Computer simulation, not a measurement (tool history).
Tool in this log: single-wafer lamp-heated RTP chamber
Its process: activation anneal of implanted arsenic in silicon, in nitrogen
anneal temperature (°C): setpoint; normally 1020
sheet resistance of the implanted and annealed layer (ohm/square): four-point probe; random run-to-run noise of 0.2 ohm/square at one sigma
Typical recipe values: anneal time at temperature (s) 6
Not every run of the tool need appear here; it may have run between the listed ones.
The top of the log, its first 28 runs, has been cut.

run     day  anneal temperature (°C)  anneal time at temperature (s)  read-back reference wafer on the same gauge, sheet resistance  sheet resistance of the implanted and annealed layer (ohm/square)
     15.125  -- reflector plate cleaned
 29  15.146                     1012                               3                                                         110.00                                                             115.72
 30  15.612                     1043                               9                                                         109.94                                                             100.21
 31  16.129                     1020                               6                                                         109.96                                                             108.18
 32  16.625                     1039                               3                                                         110.04                                                             109.29
 33  16.912                     1020                               6                                                         109.98                                                             108.07
 34  17.900                     1020                               6                                                         109.99                                                             108.15
     18.058  -- gauge calibrated
 35  18.321                      991                               4                                                         110.02                                                             118.63
 36  19.158                     1032                               6                                                         110.00                                                             105.31
 37  19.504                     1020                               6                                                         110.02                                                             107.39
 38  19.833                     1037                               3                                                         110.04                                                             109.41

Alternative continuations, all from the tool just after run 38; predict every row:
  A  19.850                      997                               6                                                              ?                                                                  ?
  B  19.850                     1003                               3                                                              ?                                                                  ?
  C  19.850                      991                               5                                                              ?                                                                  ?

run  read-back reference wafer on the same gauge, sheet resistance  sheet resistance of the implanted and annealed layer (ohm/square)
  A                                                         110.00                                                             113.39
  B                                                         110.00                                                             117.58
  C                                                         110.00                                                             116.73
What these runs would have given with no unlogged condition in the tool:
run  sheet resistance of the implanted and annealed layer (ohm/square)
  A                                                             114.86
  B                                                             119.06
  C                                                             118.25
